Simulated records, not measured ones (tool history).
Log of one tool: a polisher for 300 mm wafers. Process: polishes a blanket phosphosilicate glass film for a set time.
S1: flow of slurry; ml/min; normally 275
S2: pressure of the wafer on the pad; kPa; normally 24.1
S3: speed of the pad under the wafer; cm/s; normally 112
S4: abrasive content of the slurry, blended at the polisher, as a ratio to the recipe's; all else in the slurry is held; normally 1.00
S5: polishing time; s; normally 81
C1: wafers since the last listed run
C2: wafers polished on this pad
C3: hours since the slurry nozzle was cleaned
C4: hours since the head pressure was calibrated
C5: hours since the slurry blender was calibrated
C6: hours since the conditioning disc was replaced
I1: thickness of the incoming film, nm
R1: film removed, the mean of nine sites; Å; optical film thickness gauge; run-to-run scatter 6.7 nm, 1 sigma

run,hour,S1,S2,S3,S4,S5,C1,C2,C3,C4,C5,C6,I1,R1
1,0.0,275,24.1,112,1.00,81,0,1801,128.4,526.4,512.3,320.6,2802.9,7111
# hour 8.1: slurry blender recalibrated
# hour 23.4: head pressure recalibrated
2,82.0,275,24.1,112,1.00,81,731,2533,210.4,58.6,73.9,402.6,2784.9,7176
3,164.7,275,20.0,112,1.00,81,775,3309,293.1,141.3,156.6,485.3,2761.8,5917
4,245.0,275,24.1,112,1.00,81,753,4062,373.4,221.6,236.9,565.6,2797.3,7105
# hour 251.3: conditioning disc replaced and pad reconditioned
# hour 326.7: worn pad replaced by a new one
5,352.7,275,24.1,112,1.00,81,953,244,481.1,329.3,344.6,101.4,2783.6,6983
6,388.9,275,24.1,112,1.00,81,339,583,517.3,365.5,380.8,137.6,2786.0,7098
# hour 395.5: slurry nozzle cleaned
7,429.0,275,24.1,112,1.00,81,366,950,33.5,405.6,420.9,177.7,2785.3,7102
8,477.1,275,28.3,112,1.00,81,451,1401,81.6,453.7,469.0,225.8,2747.9,8357
# hour 564.4: head pressure recalibrated
9,565.4,275,29.6,72,1.20,98,809,2211,169.9,1.0,557.3,314.1,2732.9,8109
# hour 576.7: slurry blender recalibrated
10,668.8,325,24.1,132,0.90,81,951,3162,273.3,104.4,92.1,417.5,2752.1,7920
# hour 796.3: conditioning disc replaced and pad reconditioned
11,802.2,275,24.1,112,1.00,81,1232,4394,406.7,237.8,225.5,5.9,2762.1,7047
# hour 822.0: worn pad replaced by a new one
12,885.5,275,24.1,82,1.00,81,743,595,490.0,321.1,308.8,89.2,2805.9,5509
# hour 925.9: slurry nozzle cleaned
13,971.6,350,24.1,112,0.85,81,798,1394,45.7,407.2,394.9,175.3,2731.8,6757
14,1078.6,275,31.7,80,1.00,104,1003,2397,152.7,514.2,501.9,282.3,2764.8,9274
# hour 1114.3: head pressure recalibrated
# hour 1127.3: slurry blender recalibrated
15,1182.3,275,17.9,112,1.00,81,935,3332,256.4,68.0,55.0,386.0,2756.4,5317
16,1226.2,275,29.6,112,0.75,102,411,3744,300.3,111.9,98.9,429.9,2755.9,9526
# hour 1274.6: conditioning disc replaced and pad reconditioned
17,1281.0,275,24.1,132,1.00,81,495,4239,355.1,166.7,153.7,6.4,2747.5,8110
18,1333.9,275,28.3,80,1.20,106,496,4736,408.0,219.6,206.6,59.3,2797.7,9112
19,1389.7,275,24.1,112,1.00,81,523,5259,463.8,275.4,262.4,115.1,2802.2,7131
# hour 1404.7: worn pad replaced by a new one
20,1480.1,275,24.1,112,1.00,81,810,707,554.2,365.8,352.8,205.5,2789.8,7191
21,1530.6,275,24.1,112,1.00,81,473,1180,604.7,416.3,403.3,256.0,2740.9,7246
# hour 1565.9: slurry nozzle cleaned
22,1576.7,305,24.1,112,1.00,81,423,1603,10.8,462.4,449.4,302.1,2738.2,7308
23,1627.1,275,24.1,112,1.00,81,472,2076,61.2,512.8,499.8,352.5,2808.7,7111
# hour 1631.4: slurry blender recalibrated
24,1701.3,275,24.1,150,1.00,81,677,2753,135.4,587.0,69.9,426.7,2720.9,9136
25,1739.3,240,20.0,112,1.30,70,356,3110,173.4,625.0,107.9,464.7,2745.5,5655
# hour 1752.2: head pressure recalibrated
# hour 1814.8: conditioning disc replaced and pad reconditioned
26,1839.0,275,24.1,146,1.00,104,897,4007,273.1,86.8,207.6,24.2,2764.7,11224

What was the tool's hidden state at every run in the log?
removal rate lost through wear of the pad, %: 0, the same for each run
slurry flow missing at the pad, %: 0, the same for each run
deviation of the head's pressure from its setpoint, %: 0, the same for each run
abrasive missing from the slurry, %: 0, the same for each run
time polished since the conditioner stopped cutting, s: 0, the same for each run

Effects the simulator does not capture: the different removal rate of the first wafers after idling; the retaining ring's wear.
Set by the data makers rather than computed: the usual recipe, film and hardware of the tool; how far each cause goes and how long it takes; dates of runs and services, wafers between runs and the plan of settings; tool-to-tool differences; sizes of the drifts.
